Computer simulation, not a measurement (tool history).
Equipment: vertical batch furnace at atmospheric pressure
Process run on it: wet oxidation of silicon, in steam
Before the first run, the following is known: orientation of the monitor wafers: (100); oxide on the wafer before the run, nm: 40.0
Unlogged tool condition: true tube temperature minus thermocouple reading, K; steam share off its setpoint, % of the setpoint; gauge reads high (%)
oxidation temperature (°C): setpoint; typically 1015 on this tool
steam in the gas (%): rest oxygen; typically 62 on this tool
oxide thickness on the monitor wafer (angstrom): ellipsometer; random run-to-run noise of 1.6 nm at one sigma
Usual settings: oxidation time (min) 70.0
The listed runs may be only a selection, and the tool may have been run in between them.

| run | hour | oxidation temperature (°C) | oxidation time (min) | steam in the gas (%) | wafers since the last listed run | hours since the last temperature calibration | hours since the steam generator was serviced | hours since the gauge calibration | read-back reference wafer on the same gauge, thickness | oxide thickness on the monitor wafer (angstrom) |
|---|---|---|---|---|---|---|---|---|---|---|
| 1 | 0.0 | 1015 | 70.0 | 62 | 0 | 1308.4 | 2683.4 | 897.4 | 460.08 | 3837.6 |
| 2 | 31.8 | 1015 | 91.5 | 62 | 338 | 1340.2 | 2715.2 | 929.2 | 459.86 | 4572.9 |
| 3 | 50.6 | 1015 | 70.0 | 62 | 200 | 1359.0 | 2734.0 | 948.0 | 460.05 | 3842.8 |
| 4 | 83.7 | 1015 | 70.0 | 62 | 352 | 1392.1 | 2767.1 | 981.1 | 459.32 | 3850.9 |
| 5 | 98.1 | 1015 | 70.0 | 62 | 153 | 1406.5 | 2781.5 | 995.5 | 460.05 | 3819.2 |
| 6 | 134.1 | 1015 | 70.0 | 62 | 383 | 1442.5 | 2817.5 | 1031.5 | 459.66 | 3868.7 |
| 7 | 156.3 | 1015 | 70.0 | 62 | 236 | 1464.7 | 2839.7 | 1053.7 | 459.90 | 3838.4 |
| 8 | 187.9 | 1015 | 70.0 | 62 | 336 | 1496.3 | 2871.3 | 1085.3 | 459.84 | 3850.3 |
| 9 | 204.5 | 1015 | 70.0 | 62 | 176 | 1512.9 | 2887.9 | 1101.9 | 460.23 | 3818.1 |
| 10 | 231.8 | 1015 | 70.0 | 62 | 290 | 1540.2 | 2915.2 | 1129.2 | 459.74 | 3811.4 |
| 11 | 260.5 | 1015 | 70.0 | 62 | 305 | 1568.9 | 2943.9 | 1157.9 | 460.14 | 3810.1 |
|  | 285.7 | steam generator serviced |
| 12 | 286.2 | 1015 | 70.0 | 62 | 18 | 1594.6 | 0.5 | 1183.6 | 460.06 | 4003.4 |
|  | 316.3 | gauge calibrated |
|  | 365.8 | thermocouples replaced and temperature profile calibrated |
| 13 | 372.6 | 1015 | 70.0 | 62 | 664 | 6.8 | 86.9 | 56.3 | 460.38 | 4021.6 |
| 14 | 386.9 | 1015 | 70.0 | 62 | 152 | 21.1 | 101.2 | 70.6 | 460.06 | 3995.7 |
| 15 | 399.3 | 1015 | 70.0 | 62 | 131 | 33.5 | 113.6 | 83.0 | 460.58 | 4022.0 |
| 16 | 425.0 | 1015 | 70.0 | 62 | 273 | 59.2 | 139.3 | 108.7 | 459.80 | 4000.0 |
| 17 | 452.7 | 990 | 37.0 | 69 | 294 | 86.9 | 167.0 | 136.4 | 459.89 | 2370.3 |
| 18 | 478.9 | 995 | 81.0 | 54 | 278 | 113.1 | 193.2 | 162.6 | 459.91 | 3509.9 |
| 19 | 507.6 | 1015 | 70.0 | 62 | 305 | 141.8 | 221.9 | 191.3 | 460.44 | 4009.9 |
| 20 | 519.6 | 1015 | 70.0 | 62 | 127 | 153.8 | 233.9 | 203.3 | 460.05 | 3973.3 |
| 21 | 550.8 | 1015 | 70.0 | 62 | 332 | 185.0 | 265.1 | 234.5 | 459.88 | 4011.0 |
| 22 | 584.9 | 1000 | 79.5 | 53 | 362 | 219.1 | 299.2 | 268.6 | 459.77 | 3563.2 |

For run 23, what comes out?
| 23 | 614.0 | 1015 | 82.5 | 62 | 309 | 248.2 | 328.3 | 297.7 | ? | ? |

read-back reference wafer on the same gauge, thickness: 459.64
oxide thickness on the monitor wafer (angstrom): 4421.0
The same run, on a tool lacking any hidden state, would have yielded oxide thickness on the monitor wafer (angstrom) 4451.0.
